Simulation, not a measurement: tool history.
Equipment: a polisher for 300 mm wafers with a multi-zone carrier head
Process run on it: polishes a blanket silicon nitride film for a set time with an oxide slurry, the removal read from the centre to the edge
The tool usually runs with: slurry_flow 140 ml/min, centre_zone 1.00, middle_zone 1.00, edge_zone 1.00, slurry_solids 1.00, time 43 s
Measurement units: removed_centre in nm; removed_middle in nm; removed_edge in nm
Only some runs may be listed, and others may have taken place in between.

| run | day | slurry_flow | centre_zone | middle_zone | edge_zone | slurry_solids | time | incoming thickness of the incoming film, nm | removed_centre | removed_middle | removed_edge |
|---|---|---|---|---|---|---|---|---|---|---|---|
| 1 | 0.000 | 140 | 1.00 | 1.00 | 1.00 | 1.00 | 43 | 408.0 | 20.6 | 20.6 | 20.8 |
| 2 | 2.908 | 165 | 1.00 | 1.04 | 1.09 | 0.75 | 43 | 407.2 | 18.6 | 19.9 | 19.8 |
| 3 | 5.908 | 140 | 1.00 | 1.10 | 0.93 | 1.00 | 43 | 406.5 | 19.6 | 22.7 | 20.0 |
|  | 6.683 | slurry nozzle cleaned |
|  | 7.275 | worn pad replaced by a new one |
| 4 | 7.317 | 140 | 1.00 | 1.00 | 1.00 | 1.00 | 43 | 409.3 | 19.8 | 20.8 | 20.8 |
| 5 | 8.625 | 140 | 1.00 | 1.00 | 1.00 | 1.00 | 43 | 413.8 | 19.8 | 21.2 | 20.9 |
| 6 | 9.908 | 140 | 1.00 | 1.00 | 1.00 | 1.00 | 43 | 408.8 | 20.3 | 20.5 | 20.9 |
| 7 | 12.462 | 110 | 1.00 | 1.00 | 1.00 | 0.90 | 37 | 408.0 | 15.5 | 16.5 | 16.7 |
| 8 | 14.088 | 140 | 1.00 | 1.00 | 1.08 | 1.00 | 43 | 414.3 | 19.8 | 21.0 | 21.6 |
| 9 | 17.000 | 95 | 1.00 | 1.04 | 1.10 | 1.00 | 43 | 410.1 | 18.1 | 20.0 | 21.0 |
|  | 18.200 | carrier head's membrane replaced by a new one |
| 10 | 19.188 | 105 | 1.00 | 0.91 | 1.00 | 1.00 | 43 | 414.6 | 17.8 | 18.2 | 20.1 |
| 11 | 20.983 | 95 | 1.00 | 1.07 | 0.90 | 0.75 | 43 | 412.1 | 15.6 | 19.0 | 17.1 |
| 12 | 22.962 | 165 | 0.93 | 0.92 | 1.00 | 1.00 | 43 | 409.3 | 17.7 | 19.8 | 21.2 |
|  | 23.354 | slurry nozzle cleaned |
|  | 23.638 | edge zone pressure recalibrated |
|  | 23.667 | centre zone pressure recalibrated |
| 13 | 25.383 | 140 | 1.07 | 1.00 | 0.88 | 1.00 | 43 | 416.6 | 22.2 | 21.1 | 19.7 |
|  | 27.450 | worn pad replaced by a new one |
| 14 | 33.254 | 140 | 1.00 | 1.00 | 1.00 | 1.00 | 43 | 411.2 | 20.2 | 20.6 | 21.1 |
| 15 | 35.417 | 165 | 0.93 | 0.92 | 1.00 | 1.00 | 43 | 409.0 | 19.4 | 20.6 | 21.5 |
| 16 | 38.092 | 140 | 1.00 | 1.00 | 1.00 | 1.00 | 43 | 405.5 | 20.0 | 21.3 | 21.0 |
| 17 | 40.721 | 115 | 1.00 | 1.00 | 1.00 | 1.00 | 43 | 416.2 | 18.8 | 19.7 | 20.6 |
| 18 | 42.229 | 95 | 1.00 | 1.00 | 1.00 | 0.90 | 43 | 412.8 | 17.5 | 19.1 | 19.4 |
|  | 42.521 | slurry nozzle cleaned |
|  | 43.758 | worn pad replaced by a new one |
| 19 | 43.833 | 140 | 1.00 | 1.00 | 1.07 | 1.00 | 43 | 408.7 | 19.1 | 21.2 | 21.8 |
| 20 | 46.821 | 140 | 1.00 | 1.00 | 1.00 | 1.00 | 43 | 401.4 | 18.7 | 21.3 | 20.8 |
| 21 | 48.521 | 140 | 1.00 | 1.00 | 1.00 | 1.00 | 43 | 407.8 | 19.0 | 20.2 | 20.8 |

Alternative continuations, all from the tool just after run 21; predict every row:
| A | 48.538 | 125 | 1.00 | 1.00 | 1.00 | 1.00 | 43 | 409.9 | ? | ? | ? |
| B | 48.538 | 120 | 1.00 | 1.00 | 1.00 | 1.00 | 54 | 409.9 | ? | ? | ? |
| C | 48.538 | 140 | 0.94 | 0.93 | 1.00 | 0.75 | 36 | 409.9 | ? | ? | ? |
| D | 48.538 | 155 | 1.00 | 1.10 | 1.00 | 1.15 | 50 | 409.9 | ? | ? | ? |

| run | removed_centre | removed_middle | removed_edge |
|---|---|---|---|
| A | 18.7 | 20.4 | 20.5 |
| B | 23.4 | 25.4 | 25.7 |
| C | 13.5 | 14.7 | 15.7 |
| D | 23.7 | 27.8 | 25.6 |
With no hidden state in the tool, these same runs would have given:
| run | removed_centre | removed_middle | removed_edge |
|---|---|---|---|
| A | 20.7 | 20.4 | 20.5 |
| B | 25.8 | 25.4 | 25.7 |
| C | 14.9 | 14.7 | 15.7 |
| D | 26.2 | 27.8 | 25.6 |
